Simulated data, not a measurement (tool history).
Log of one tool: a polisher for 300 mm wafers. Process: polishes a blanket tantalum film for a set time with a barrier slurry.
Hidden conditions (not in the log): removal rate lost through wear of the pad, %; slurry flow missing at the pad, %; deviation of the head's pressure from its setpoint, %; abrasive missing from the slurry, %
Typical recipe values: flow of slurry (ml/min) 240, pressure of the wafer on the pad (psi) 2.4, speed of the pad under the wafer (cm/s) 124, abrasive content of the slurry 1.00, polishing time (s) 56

run	hour	flow of slurry (ml/min)	pressure of the wafer on the pad (psi)	speed of the pad under the wafer (cm/s)	abrasive content of the slurry	polishing time (s)	wafers since the last listed run	wafers polished on this pad	hours since the slurry nozzle was cleaned	hours since the head pressure was calibrated	hours since the slurry blender was calibrated	incoming thickness of the incoming film, nm	film removed (Å)
1	0.0	240	2.4	124	1.00	56	0	2299	225.9	838.2	230.7	451.0	1407
2	39.2	240	2.7	124	1.00	56	464	2763	265.1	877.4	269.9	442.8	1532
# hour 46.6: worn pad replaced by a new one
# hour 64.9: slurry blender recalibrated
3	134.1	240	2.7	124	1.00	56	1053	1013	360.0	972.3	69.2	443.9	1596
4	187.4	240	2.7	124	1.00	56	631	1644	413.3	1025.6	122.5	450.1	1565
5	225.5	240	2.4	124	1.00	56	451	2096	451.4	1063.7	160.6	455.0	1421
# hour 310.0: worn pad replaced by a new one
# hour 326.1: slurry blender recalibrated
6	326.5	240	2.4	124	1.00	56	1125	172	552.4	1164.7	0.4	453.0	1533
7	390.4	240	2.4	124	1.00	56	757	929	616.3	1228.6	64.3	448.3	1478
# hour 462.8: slurry nozzle cleaned
8	487.3	240	2.4	124	1.00	56	1136	2065	24.5	1325.5	161.2	442.4	1424
# hour 534.4: worn pad replaced by a new one
9	544.0	240	1.7	152	0.75	71	624	113	81.2	1382.2	217.9	444.4	1534
# hour 578.6: slurry blender recalibrated
# hour 593.0: head pressure recalibrated
10	597.1	240	2.4	124	1.00	56	581	695	134.3	4.1	18.5	446.5	1498
11	682.3	210	2.7	108	1.15	56	1009	1705	219.5	89.3	103.7	451.8	1427
12	751.9	240	2.4	110	1.00	64	824	2529	289.1	158.9	173.3	446.7	1456
# hour 789.5: worn pad replaced by a new one
13	812.9	185	2.1	124	1.00	56	675	276	350.1	219.9	234.3	446.9	1241
# hour 856.6: slurry blender recalibrated
14	911.3	240	2.4	124	1.00	49	1142	1418	448.5	318.3	54.7	442.1	1303
15	999.9	240	2.4	124	1.00	66	1049	2468	537.1	406.9	143.3	458.3	1682
# hour 1036.9: worn pad replaced by a new one
16	1095.4	280	2.4	124	1.00	56	1084	692	632.6	502.4	238.8	444.4	1430
# hour 1130.4: slurry blender recalibrated
# hour 1159.4: slurry nozzle cleaned
17	1159.9	185	2.0	124	0.90	72	728	1421	0.5	566.9	29.5	449.5	1574

Consider 3 possible next runs. They are alternatives, not a sequence: every one starts from the tool as it was left by run 17. What does each give?
A	1160.3	240	2.4	124	1.00	56	4	1425	0.9	567.3	29.9	443.8	?
B	1160.3	215	2.4	124	1.00	72	4	1425	0.9	567.3	29.9	443.8	?
C	1160.3	240	2.7	98	1.00	56	4	1425	0.9	567.3	29.9	443.8	?

run	film removed (Å)
A	1478
B	1877
C	1274
What these runs would have given with no unlogged condition in the tool:
run	film removed (Å)
A	1514
B	1922
C	1305
